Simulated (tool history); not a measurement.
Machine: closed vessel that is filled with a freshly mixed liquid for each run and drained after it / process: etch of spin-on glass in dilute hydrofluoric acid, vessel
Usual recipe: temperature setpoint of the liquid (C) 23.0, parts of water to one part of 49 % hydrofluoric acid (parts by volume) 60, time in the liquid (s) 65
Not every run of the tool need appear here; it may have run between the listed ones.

run	hour	temperature setpoint of the liquid (C)	parts of water to one part of 49 % hydrofluoric acid (parts by volume)	time in the liquid (s)	read-back film thickness of the spin-on glass reference wafer, read on the same gauge (nm)	thickness taken off the spin-on glass on a monitor wafer (Å)
1	0.0	23.0	60	65	69.99	324.0
2	185.1	23.0	60	65	70.02	317.4
3	253.1	23.0	60	65	70.03	317.8
4	305.8	23.0	60	65	69.99	316.6
5	333.6	23.0	60	65	69.96	318.0
6	391.0	23.0	60	65	70.00	318.8
7	434.0	23.0	60	65	70.01	319.7
8	489.0	23.0	60	65	70.01	324.6
9	559.8	23.0	60	50	70.00	250.4
10	589.3	23.0	60	50	70.00	249.8
11	622.3	23.0	45	65	69.98	443.2
12	652.2	23.0	45	65	70.01	442.5
13	684.0	23.0	60	90	70.00	445.6
14	738.9	23.0	60	90	70.00	444.1
15	783.0	21.5	75	80	69.98	296.9
16	969.9	23.0	60	50	69.98	241.9
17	1009.2	23.0	60	105	69.98	509.6
18	1063.0	23.0	60	65	70.01	313.9
19	1091.4	23.0	60	75	69.99	365.9
20	1118.0	21.5	75	45	69.99	162.3
21	1188.0	23.0	60	65	70.01	317.8
22	1239.8	23.0	60	65	70.02	319.5
23	1293.5	23.0	60	65	70.00	318.6
24	1334.9	23.0	60	65	69.97	324.5
25	1406.4	23.0	60	65	69.99	322.0
26	1441.5	26.5	90	100	70.00	360.1
27	1497.8	23.0	60	80	70.03	390.3
28	1545.3	18.5	60	65	69.99	266.4
29	1579.1	28.0	35	30	70.01	322.8
30	1638.1	27.0	60	80	69.99	469.1
31	1707.5	23.0	85	65	70.01	222.2
32	1744.6	21.0	80	30	69.99	100.8
33	1778.0	28.0	90	45	70.00	177.2
34	1832.2	23.0	60	65	70.00	330.1

Missing from the log above: 5 entries noted between runs. For each, name the pair of listed runs it sits between and say how the tool's hidden condition differs from the listed run just before to the listed run just after:
Logged between run 1 and run 2: hydrofluoric acid flow meter replaced (hour 61.8)
  liquid hotter than its thermometer reads (K): 0.188 -> 0.295; hydrofluoric acid flow above the setpoint (%): 4.36 -> 0.77
  difference, measured minus the result without the unlogged condition, thickness taken off the spin-on glass on a monitor wafer (Å): +16.9 -> +6.3
Logged between run 12 and run 13: thermometer replaced (hour 665.3)
  liquid hotter than its thermometer reads (K): 0.563 -> 0.0949; hydrofluoric acid flow above the setpoint (%): 2.85 -> 2.99
  difference, measured minus the result without the unlogged condition, thickness taken off the spin-on glass on a monitor wafer (Å): +22.8 -> +15.4
Logged between run 15 and run 16: hydrofluoric acid flow meter replaced (hour 941.4)
  liquid hotter than its thermometer reads (K): 0.152 -> 0.259; hydrofluoric acid flow above the setpoint (%): 3.43 -> 0.18
  difference, measured minus the result without the unlogged condition, thickness taken off the spin-on glass on a monitor wafer (Å): +12.4 -> +3.1
Logged between run 23 and run 24: gauge calibrated (hour 1295.8)
  liquid hotter than its thermometer reads (K): 0.445 -> 0.469; hydrofluoric acid flow above the setpoint (%): 1.62 -> 1.8
  difference, measured minus the result without the unlogged condition, thickness taken off the spin-on glass on a monitor wafer (Å): +11.1 -> +12.2
Logged between run 25 and run 26: thermometer replaced (hour 1431.0)
  liquid hotter than its thermometer reads (K): 0.51 -> 0.0874; hydrofluoric acid flow above the setpoint (%): 2.12 -> 2.28
  difference, measured minus the result without the unlogged condition, thickness taken off the spin-on glass on a monitor wafer (Å): +13.7 -> +10.2
